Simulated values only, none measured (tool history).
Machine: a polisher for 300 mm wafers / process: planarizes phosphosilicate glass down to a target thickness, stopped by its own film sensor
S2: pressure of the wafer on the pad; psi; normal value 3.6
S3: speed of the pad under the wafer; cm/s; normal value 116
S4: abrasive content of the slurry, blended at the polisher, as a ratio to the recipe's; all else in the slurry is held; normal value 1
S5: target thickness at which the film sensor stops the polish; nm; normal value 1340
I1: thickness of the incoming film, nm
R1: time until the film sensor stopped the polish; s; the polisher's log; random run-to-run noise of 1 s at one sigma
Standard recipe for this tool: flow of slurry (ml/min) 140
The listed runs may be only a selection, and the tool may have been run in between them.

{"run": 1, "hour": 0.0, "flow of slurry (ml/min)": 140, "S2": 3.6, "S3": 116, "S4": 1, "S5": 1340, "I1": 2153.8, "R1": 102.5}
{"run": 2, "hour": 50.4, "flow of slurry (ml/min)": 140, "S2": 3.6, "S3": 116, "S4": 1, "S5": 1340, "I1": 2152, "R1": 103.5}
{"run": 3, "hour": 156.3, "flow of slurry (ml/min)": 140, "S2": 3.6, "S3": 116, "S4": 1, "S5": 1340, "I1": 2204.8, "R1": 115.7}
{"hour": 201.0, "done": "slurry blender recalibrated, repeated, since the last time left the tool worse"}
{"run": 4, "hour": 252.4, "flow of slurry (ml/min)": 140, "S2": 3.6, "S3": 116, "S4": 1, "S5": 1340, "I1": 2169.3, "R1": 76.9}
{"hour": 260.1, "done": "worn pad replaced by a new one"}
{"hour": 302.2, "done": "head pressure recalibrated"}
{"run": 5, "hour": 302.7, "flow of slurry (ml/min)": 140, "S2": 3.6, "S3": 116, "S4": 1, "S5": 1340, "I1": 2188.5, "R1": 79.4}
{"hour": 309.5, "done": "slurry nozzle cleaned"}
{"run": 6, "hour": 393.1, "flow of slurry (ml/min)": 140, "S2": 3.6, "S3": 116, "S4": 1, "S5": 1340, "I1": 2153.7, "R1": 74.2}
{"run": 7, "hour": 458.0, "flow of slurry (ml/min)": 140, "S2": 3.6, "S3": 116, "S4": 1, "S5": 1340, "I1": 2186.5, "R1": 80.3}
{"hour": 491.9, "done": "conditioning disc replaced and pad reconditioned"}
{"run": 8, "hour": 563.9, "flow of slurry (ml/min)": 140, "S2": 3.6, "S3": 116, "S4": 1, "S5": 1340, "I1": 2160.3, "R1": 78.9}
{"run": 9, "hour": 642.7, "flow of slurry (ml/min)": 140, "S2": 3.6, "S3": 116, "S4": 1, "S5": 1156, "I1": 2172.7, "R1": 97.1}
{"hour": 681.2, "done": "slurry blender recalibrated"}
{"hour": 834.0, "done": "head pressure recalibrated"}
{"hour": 851.6, "done": "worn pad replaced by a new one"}
{"hour": 852.2, "done": "slurry nozzle cleaned"}
{"run": 10, "hour": 908.3, "flow of slurry (ml/min)": 140, "S2": 4.1, "S3": 116, "S4": 1, "S5": 1138, "I1": 2171.5, "R1": 85.2}
{"run": 11, "hour": 1011.1, "flow of slurry (ml/min)": 140, "S2": 3.6, "S3": 116, "S4": 0.8, "S5": 1340, "I1": 2139.4, "R1": 87.5}
{"hour": 1021.4, "done": "conditioning disc replaced and pad reconditioned"}
{"run": 12, "hour": 1054.2, "flow of slurry (ml/min)": 140, "S2": 3.6, "S3": 92, "S4": 0.75, "S5": 1340, "I1": 2145.3, "R1": 104.1}
{"run": 13, "hour": 1121.4, "flow of slurry (ml/min)": 185, "S2": 2.8, "S3": 116, "S4": 0.9, "S5": 1468, "I1": 2152.2, "R1": 90.3}
{"run": 14, "hour": 1211.3, "flow of slurry (ml/min)": 140, "S2": 3.6, "S3": 116, "S4": 1, "S5": 1340, "I1": 2177.1, "R1": 82.9}
{"hour": 1264.2, "done": "slurry blender recalibrated"}
{"run": 15, "hour": 1276.1, "flow of slurry (ml/min)": 140, "S2": 3.6, "S3": 116, "S4": 1.25, "S5": 1340, "I1": 2135.6, "R1": 62.7}
{"hour": 1307.2, "done": "head pressure recalibrated"}
{"run": 16, "hour": 1332.5, "flow of slurry (ml/min)": 125, "S2": 2.4, "S3": 116, "S4": 1, "S5": 1616, "I1": 2129.3, "R1": 71.1}
{"run": 17, "hour": 1386.4, "flow of slurry (ml/min)": 110, "S2": 4.1, "S3": 116, "S4": 1, "S5": 1340, "I1": 2168.7, "R1": 68.6}
{"hour": 1406.7, "done": "worn pad replaced by a new one"}
{"run": 18, "hour": 1433.1, "flow of slurry (ml/min)": 180, "S2": 3.6, "S3": 92, "S4": 1, "S5": 1340, "I1": 2166.3, "R1": 83.6}
{"run": 19, "hour": 1469.7, "flow of slurry (ml/min)": 140, "S2": 3.6, "S3": 116, "S4": 1, "S5": 1340, "I1": 2169.4, "R1": 76}
{"run": 20, "hour": 1514.8, "flow of slurry (ml/min)": 140, "S2": 3.6, "S3": 138, "S4": 1, "S5": 1185, "I1": 2194.6, "R1": 85.1}
{"hour": 1536.2, "done": "conditioning disc replaced and pad reconditioned"}
{"hour": 1542.8, "done": "slurry nozzle cleaned"}
{"run": 21, "hour": 1604.3, "flow of slurry (ml/min)": 125, "S2": 3.6, "S3": 116, "S4": 1.25, "S5": 1340, "I1": 2147.9, "R1": 70.4}
{"run": 22, "hour": 1683.9, "flow of slurry (ml/min)": 140, "S2": 3.6, "S3": 86, "S4": 1, "S5": 1340, "I1": 2204.2, "R1": 96.3}
{"hour": 1849.4, "done": "head pressure recalibrated"}
{"hour": 1870.0, "done": "slurry blender recalibrated"}
{"run": 23, "hour": 1941.4, "flow of slurry (ml/min)": 140, "S2": 3.6, "S3": 116, "S4": 1, "S5": 1340, "I1": 2210.6, "R1": 79.6}
{"hour": 2026.9, "done": "worn pad replaced by a new one"}
{"run": 24, "hour": 2029.0, "flow of slurry (ml/min)": 140, "S2": 4.9, "S3": 100, "S4": 1.1, "S5": 1107, "I1": 2137.8, "R1": 72.9}

Some steps in R1 between neighbouring runs. How much of each would the tool show without its hidden state too (settings, what came in, random variation), and how much is left for the hidden state, with any gauge scatter that isn't in both results?
The tool's hidden condition here consists of: removal rate lost through wear of the pad, %; slurry flow missing at the pad, %; deviation of the head's pressure from its setpoint, %; abrasive missing from the slurry, %; time polished since the conditioner stopped cutting, s.
Run 3 -> 4: slurry blender recalibrated, repeated, since the last time left the tool worse. R1 -38.8 s: hidden state -36.4, all else -2.4.
Run 14 -> 15: S4 1 -> 1.25, slurry blender recalibrated. R1 -20.2 s: hidden state -7.8, all else -12.4.
Run 21 -> 22: flow of slurry (ml/min) 125 -> 140, S3 116 -> 86, S4 1.25 -> 1. R1 +25.9 s: hidden state +3.5, all else +22.4.

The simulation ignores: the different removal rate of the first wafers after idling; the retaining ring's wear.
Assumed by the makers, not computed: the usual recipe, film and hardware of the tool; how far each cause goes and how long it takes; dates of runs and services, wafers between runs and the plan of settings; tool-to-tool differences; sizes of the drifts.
